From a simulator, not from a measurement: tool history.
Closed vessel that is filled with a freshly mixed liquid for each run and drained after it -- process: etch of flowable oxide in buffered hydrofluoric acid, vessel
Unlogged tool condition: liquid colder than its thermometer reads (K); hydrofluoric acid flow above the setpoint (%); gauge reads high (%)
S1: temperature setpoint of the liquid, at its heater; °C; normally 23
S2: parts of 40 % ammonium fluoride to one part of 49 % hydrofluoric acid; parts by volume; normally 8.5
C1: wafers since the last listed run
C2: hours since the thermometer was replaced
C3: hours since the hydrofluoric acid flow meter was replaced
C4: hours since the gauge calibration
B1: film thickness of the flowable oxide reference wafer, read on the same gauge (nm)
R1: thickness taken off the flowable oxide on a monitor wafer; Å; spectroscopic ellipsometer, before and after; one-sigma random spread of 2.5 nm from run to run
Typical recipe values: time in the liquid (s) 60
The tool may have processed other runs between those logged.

{"run": 1, "day": 0.0, "S1": 27, "S2": 8.5, "time in the liquid (s)": 60, "C1": 0, "C2": 397.9, "C3": 710.6, "C4": 165.9, "B1": 70.02, "R1": 4692.6}
{"run": 2, "day": 1.479, "S1": 27, "S2": 8.5, "time in the liquid (s)": 60, "C1": 4927, "C2": 433.4, "C3": 746.1, "C4": 201.4, "B1": 69.99, "R1": 4631.1}
{"run": 3, "day": 2.517, "S1": 27, "S2": 8.5, "time in the liquid (s)": 60, "C1": 3455, "C2": 458.3, "C3": 771, "C4": 226.3, "B1": 70, "R1": 4657.4}
{"run": 4, "day": 3.996, "S1": 23, "S2": 8.5, "time in the liquid (s)": 60, "C1": 4927, "C2": 493.8, "C3": 806.5, "C4": 261.8, "B1": 70, "R1": 3729.7}
{"run": 5, "day": 4.658, "S1": 23, "S2": 8.5, "time in the liquid (s)": 60, "C1": 2206, "C2": 509.7, "C3": 822.4, "C4": 277.7, "B1": 70.01, "R1": 3743.6}
{"run": 6, "day": 5.308, "S1": 23, "S2": 8.5, "time in the liquid (s)": 60, "C1": 2165, "C2": 525.3, "C3": 838, "C4": 293.3, "B1": 69.96, "R1": 3736.9}
{"run": 7, "day": 6.462, "S1": 23, "S2": 8.5, "time in the liquid (s)": 60, "C1": 3844, "C2": 553, "C3": 865.7, "C4": 321, "B1": 70, "R1": 3723.9}
{"run": 8, "day": 7.188, "S1": 23, "S2": 8.5, "time in the liquid (s)": 60, "C1": 2415, "C2": 570.4, "C3": 883.1, "C4": 338.4, "B1": 69.98, "R1": 3716.4}
{"run": 9, "day": 8.433, "S1": 25, "S2": 8.5, "time in the liquid (s)": 60, "C1": 4149, "C2": 600.3, "C3": 913, "C4": 368.3, "B1": 70.01, "R1": 4194.1}
{"day": 9.204, "done": "thermometer replaced"}
{"run": 10, "day": 9.408, "S1": 25, "S2": 8.5, "time in the liquid (s)": 60, "C1": 3108, "C2": 4.9, "C3": 936.4, "C4": 391.7, "B1": 70.03, "R1": 4388.4}
{"run": 11, "day": 10.667, "S1": 25, "S2": 8.5, "time in the liquid (s)": 60, "C1": 4191, "C2": 35.1, "C3": 966.6, "C4": 421.9, "B1": 70.05, "R1": 4410.8}
{"run": 12, "day": 11.533, "S1": 21, "S2": 10.5, "time in the liquid (s)": 60, "C1": 2886, "C2": 55.9, "C3": 987.4, "C4": 442.7, "B1": 70, "R1": 2882.7}
{"run": 13, "day": 12.812, "S1": 25, "S2": 10, "time in the liquid (s)": 80, "C1": 4260, "C2": 86.6, "C3": 1018.1, "C4": 473.4, "B1": 70.02, "R1": 4993.9}
{"day": 13.267, "done": "hydrofluoric acid flow meter replaced"}
{"day": 13.721, "done": "gauge calibrated"}
{"run": 14, "day": 15.633, "S1": 23, "S2": 7, "time in the liquid (s)": 60, "C1": 9257, "C2": 154.3, "C3": 56.8, "C4": 45.9, "B1": 70.02, "R1": 4336.6}
{"run": 15, "day": 16.858, "S1": 23, "S2": 8.5, "time in the liquid (s)": 30, "C1": 4080, "C2": 183.7, "C3": 86.2, "C4": 75.3, "B1": 70.02, "R1": 1750.9}
{"run": 16, "day": 17.504, "S1": 23, "S2": 8.5, "time in the liquid (s)": 60, "C1": 2151, "C2": 199.2, "C3": 101.7, "C4": 90.8, "B1": 70, "R1": 3575.2}
{"run": 17, "day": 18.975, "S1": 26.5, "S2": 9.5, "time in the liquid (s)": 30, "C1": 4899, "C2": 234.5, "C3": 137, "C4": 126.1, "B1": 70.01, "R1": 1932.8}
{"run": 18, "day": 19.612, "S1": 23, "S2": 8.5, "time in the liquid (s)": 60, "C1": 2123, "C2": 249.8, "C3": 152.3, "C4": 141.4, "B1": 69.99, "R1": 3517.2}
{"run": 19, "day": 20.729, "S1": 25.5, "S2": 10.5, "time in the liquid (s)": 85, "C1": 3719, "C2": 276.6, "C3": 179.1, "C4": 168.2, "B1": 69.98, "R1": 4819.4}
{"run": 20, "day": 21.642, "S1": 21, "S2": 8.5, "time in the liquid (s)": 40, "C1": 3039, "C2": 298.5, "C3": 201, "C4": 190.1, "B1": 70.03, "R1": 2129.1}

5 options for the next run, each taken on its own from the tool as it stands now. Forecast them:
{"run": "A", "day": 21.671, "S1": 24.5, "S2": 8.5, "time in the liquid (s)": 60, "C1": 97, "C2": 299.2, "C3": 201.7, "C4": 190.8, "B1": "?", "R1": "?"}
{"run": "B", "day": 21.671, "S1": 23, "S2": 7.5, "time in the liquid (s)": 75, "C1": 97, "C2": 299.2, "C3": 201.7, "C4": 190.8, "B1": "?", "R1": "?"}
{"run": "C", "day": 21.671, "S1": 27.5, "S2": 7.5, "time in the liquid (s)": 90, "C1": 97, "C2": 299.2, "C3": 201.7, "C4": 190.8, "B1": "?", "R1": "?"}
{"run": "D", "day": 21.671, "S1": 23, "S2": 8.5, "time in the liquid (s)": 85, "C1": 97, "C2": 299.2, "C3": 201.7, "C4": 190.8, "B1": "?", "R1": "?"}
{"run": "E", "day": 21.671, "S1": 23, "S2": 8.5, "time in the liquid (s)": 45, "C1": 97, "C2": 299.2, "C3": 201.7, "C4": 190.8, "B1": "?", "R1": "?"}

run=A B1=70.01 R1=3837.4
run=B B1=70.01 R1=5059.6
run=C B1=70.01 R1=7748.9
run=D B1=70.01 R1=5007.6
run=E B1=70.01 R1=2651.1
Take away the tool's hidden state, keep each run's random variation, and the runs would have read:
run=A R1=3842.2
run=B R1=5067.5
run=C R1=7754.2
run=D R1=5015.3
run=E R1=2655.2

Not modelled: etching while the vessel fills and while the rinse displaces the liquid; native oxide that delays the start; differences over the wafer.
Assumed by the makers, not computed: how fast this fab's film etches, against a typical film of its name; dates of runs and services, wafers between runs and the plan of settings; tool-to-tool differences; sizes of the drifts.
